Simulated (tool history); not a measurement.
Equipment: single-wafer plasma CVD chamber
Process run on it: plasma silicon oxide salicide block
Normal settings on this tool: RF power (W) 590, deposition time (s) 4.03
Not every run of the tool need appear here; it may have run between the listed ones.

run	hour	RF power (W)	deposition time (s)	wafers since the last listed run	hours since the last RF generator calibration	hours since the showerhead was replaced	hours since the gauge calibration	read-back reference wafer on the same gauge, thickness_nm	mean film thickness on the monitor wafer (Å)
1	0.0	590	4.33	0	927.8	5603.4	638.5	39.506	390.95
2	57.9	590	4.33	1191	985.7	5661.3	696.4	39.493	390.75
3	85.1	590	4.33	559	1012.9	5688.5	723.6	39.503	390.45
4	127.8	590	4.03	878	1055.6	5731.2	766.3	39.504	363.78
5	177.1	590	4.03	1014	1104.9	5780.5	815.6	39.502	364.31
6	219.4	590	4.03	870	1147.2	5822.8	857.9	39.502	362.40
7	277.7	535	4.03	1199	1205.5	5881.1	916.2	39.502	357.45
8	345.2	535	4.03	1388	1273.0	5948.6	983.7	39.500	357.39
9	406.1	590	4.03	1253	1333.9	6009.5	1044.6	39.496	362.28
# hour 434.5: gauge calibrated
10	468.5	520	4.03	1284	1396.3	6071.9	34.0	39.503	357.23
# hour 537.9: RF generator calibrated
11	538.4	520	4.03	1273	0.5	6141.8	103.9	39.497	361.68
12	596.6	520	4.03	1197	58.7	6200.0	162.1	39.513	359.20
13	644.4	590	4.03	983	106.5	6247.8	209.9	39.511	365.87
14	691.5	480	3.63	969	153.6	6294.9	257.0	39.495	321.40
15	723.0	590	4.03	648	185.1	6326.4	288.5	39.513	366.73
16	785.4	590	4.33	1284	247.5	6388.8	350.9	39.503	394.61
17	851.1	485	4.03	1351	313.2	6454.5	416.6	39.493	354.99
18	911.4	635	4.03	1240	373.5	6514.8	476.9	39.495	370.54
# hour 935.9: showerhead replaced
19	940.1	590	4.63	425	402.2	4.2	505.6	39.498	420.40
20	979.7	590	4.33	814	441.8	43.8	545.2	39.505	394.29

Run 21 is up next; what results do you expect?
21	1024.9	590	4.03	930	487.0	89.0	590.4	?	?

read-back reference wafer on the same gauge, thickness_nm: 39.502
mean film thickness on the monitor wafer (Å): 364.75
With no hidden state in the tool, this same run would have given mean film thickness on the monitor wafer (Å) 367.52.
